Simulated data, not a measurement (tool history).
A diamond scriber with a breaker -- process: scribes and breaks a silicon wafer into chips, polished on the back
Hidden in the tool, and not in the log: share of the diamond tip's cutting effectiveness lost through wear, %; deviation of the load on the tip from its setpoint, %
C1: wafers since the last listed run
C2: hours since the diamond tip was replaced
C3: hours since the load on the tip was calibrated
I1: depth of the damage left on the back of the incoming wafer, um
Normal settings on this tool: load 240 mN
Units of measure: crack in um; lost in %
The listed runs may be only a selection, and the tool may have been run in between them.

Run 1, hour 0.0: usual settings; C1 0; C2 301.7; C3 185.5; I1 0.02. Result: crack 9.00 um, lost 1.78 %.
Run 2, hour 25.7: usual settings; C1 73; C2 327.4; C3 211.2; I1 0.04. Result: crack 9.16 um, lost 1.75 %.
Run 3, hour 50.7: usual settings; C1 71; C2 352.4; C3 236.2; I1 0.04. Result: crack 9.19 um, lost 1.98 %.
Run 4, hour 78.8: usual settings; C1 79; C2 380.5; C3 264.3; I1 0.05. Result: crack 9.47 um, lost 1.75 %.
Run 5, hour 160.1: usual settings; C1 231; C2 461.8; C3 345.6; I1 0.03. Result: crack 9.27 um, lost 2.26 %.
Run 6, hour 189.8: usual settings; C1 84; C2 491.5; C3 375.3; I1 0.03. Result: crack 9.41 um, lost 1.97 %.
Run 7, hour 221.3: usual settings; C1 89; C2 523.0; C3 406.8; I1 0.05. Result: crack 9.58 um, lost 2.18 %.
Run 8, hour 245.8: usual settings; C1 69; C2 547.5; C3 431.3; I1 0.03. Result: crack 9.78 um, lost 2.12 %.
Run 9, hour 268.1: usual settings; C1 63; C2 569.8; C3 453.6; I1 0.03. Result: crack 9.18 um, lost 2.17 %.
At hour 296.0: load on the tip recalibrated.
Run 10, hour 296.5: usual settings; C1 75; C2 598.2; C3 0.5; I1 0.05. Result: crack 8.54 um, lost 0.91 %.
Run 11, hour 310.1: usual settings; C1 38; C2 611.8; C3 14.1; I1 0.05. Result: crack 8.54 um, lost 1.02 %.
Run 12, hour 323.2: usual settings; C1 37; C2 624.9; C3 27.2; I1 0.02. Result: crack 8.80 um, lost 0.98 %.
Run 13, hour 340.2: usual settings; C1 48; C2 641.9; C3 44.2; I1 0.03. Result: crack 8.74 um, lost 1.02 %.
Run 14, hour 373.6: usual settings; C1 95; C2 675.3; C3 77.6; I1 0.02. Result: crack 8.96 um, lost 1.14 %.
Run 15, hour 396.0: usual settings; C1 63; C2 697.7; C3 100.0; I1 0.04. Result: crack 9.04 um, lost 1.37 %.
Run 16, hour 421.1: usual settings but load 260 mN; C1 71; C2 722.8; C3 125.1; I1 0.01. Result: crack 9.58 um, lost 3.12 %.
Run 17, hour 440.3: usual settings but load 260 mN; C1 54; C2 742.0; C3 144.3; I1 0.03. Result: crack 9.58 um, lost 2.96 %.
Run 18, hour 464.8: usual settings but load 260 mN; C1 69; C2 766.5; C3 168.8; I1 0.03. Result: crack 9.79 um, lost 3.08 %.
Run 19, hour 480.3: usual settings but load 290 mN; C1 44; C2 782.0; C3 184.3; I1 0.01. Result: crack 10.80 um, lost 7.77 %.
Run 20, hour 508.4: usual settings; C1 79; C2 810.1; C3 212.4; I1 0.02. Result: crack 9.40 um, lost 1.66 %.
Run 21, hour 540.8: usual settings but load 186 mN; C1 92; C2 842.5; C3 244.8; I1 0.05. Result: crack 7.51 um, lost 3.00 %.
At hour 583.8: diamond tip replaced by a new one, of another model than before.
Run 22, hour 584.3: usual settings; C1 118; C2 0.5; C3 288.3; I1 0.02. Result: crack 9.07 um, lost 1.52 %.
Run 23, hour 616.5: usual settings but load 272 mN; C1 91; C2 32.7; C3 320.5; I1 0.03. Result: crack 9.98 um, lost 3.88 %.
At hour 684.7: load on the tip recalibrated.
Run 24, hour 715.4: usual settings; C1 275; C2 131.6; C3 30.7; I1 0.02. Result: crack 8.83 um, lost 1.11 %.
Run 25, hour 741.7: usual settings but load 259 mN; C1 74; C2 157.9; C3 57.0; I1 0.04. Result: crack 9.37 um, lost 1.68 %.
Run 26, hour 757.7: usual settings but load 169 mN; C1 45; C2 173.9; C3 73.0; I1 0.03. Result: crack 7.05 um, lost 4.90 %.
Run 27, hour 776.9: usual settings but load 207 mN; C1 54; C2 193.1; C3 92.2; I1 0.02. Result: crack 8.18 um, lost 1.22 %.
Run 28, hour 808.2: usual settings; C1 89; C2 224.4; C3 123.5; I1 0.02. Result: crack 8.93 um, lost 1.22 %.
Run 29, hour 839.5: usual settings but load 287 mN; C1 89; C2 255.7; C3 154.8; I1 0.04. Result: crack 9.77 um, lost 4.38 %.
Run 30, hour 851.6: usual settings but load 306 mN; C1 34; C2 267.8; C3 166.9; I1 0.03. Result: crack 10.79 um, lost 6.44 %.
Run 31, hour 883.8: usual settings; C1 91; C2 300.0; C3 199.1; I1 0.04. Result: crack 9.38 um, lost 1.50 %.
Run 32, hour 908.0: usual settings but load 288 mN; C1 68; C2 324.2; C3 223.3; I1 0.02. Result: crack 10.40 um, lost 5.39 %.
Run 33, hour 923.8: usual settings but load 301 mN; C1 44; C2 340.0; C3 239.1; I1 0.03. Result: crack 10.53 um, lost 7.09 %.
Run 34, hour 945.2: usual settings but load 185 mN; C1 60; C2 361.4; C3 260.5; I1 0.01. Result: crack 8.16 um, lost 2.06 %.
Run 35, hour 960.5: usual settings; C1 43; C2 376.7; C3 275.8; I1 0.04. Result: crack 9.24 um, lost 1.80 %.
Run 36, hour 989.7: usual settings; C1 83; C2 405.9; C3 305.0; I1 0.04. Result: crack 9.20 um, lost 1.91 %.
Run 37, hour 1013.0: usual settings but load 192 mN; C1 66; C2 429.2; C3 328.3; I1 0.04. Result: crack 7.85 um, lost 1.42 %.
Run 38, hour 1039.4: usual settings; C1 75; C2 455.6; C3 354.7; I1 0.05. Result: crack 8.97 um, lost 1.67 %.
Run 39, hour 1074.3: usual settings; C1 99; C2 490.5; C3 389.6; I1 0.01. Result: crack 9.42 um, lost 1.95 %.
At hour 1085.7: load on the tip recalibrated.
Run 40, hour 1088.1: usual settings but load 292 mN; C1 33; C2 504.3; C3 2.4; I1 0.04. Result: crack 9.88 um, lost 3.02 %.
Run 41, hour 1101.5: usual settings but load 294 mN; C1 38; C2 517.7; C3 15.8; I1 0.05. Result: crack 10.03 um, lost 3.99 %.
Run 42, hour 1126.6: usual settings but load 306 mN; C1 71; C2 542.8; C3 40.9; I1 0.01. Result: crack 10.36 um, lost 5.57 %.
Run 43, hour 1139.0: usual settings but load 309 mN; C1 35; C2 555.2; C3 53.3; I1 0.03. Result: crack 10.44 um, lost 5.95 %.

How would selected steps in crack from run to run divide? Give the signed amount a tool lacking its hidden state would still show from settings, what came in and random variation, and the signed amount left for the hidden state, including any gauge scatter that is not in both of the compared results.
Run 9 -> 10: load on the tip recalibrated. crack -0.64 um: hidden state -0.98, all else +0.34.
Run 20 -> 21: load 240 -> 186. crack -1.89 um: hidden state -0.11, all else -1.78.
Run 23 -> 24: load 272 -> 240, load on the tip recalibrated. crack -1.15 um: hidden state -0.58, all else -0.57.
Run 25 -> 26: load 259 -> 169. crack -2.32 um: hidden state -0.03, all else -2.29.
Run 33 -> 34: load 301 -> 185. crack -2.37 um: hidden state -0.14, all else -2.23.
Run 39 -> 40: load 240 -> 292, load on the tip recalibrated. crack +0.46 um: hidden state -0.61, all else +1.07.
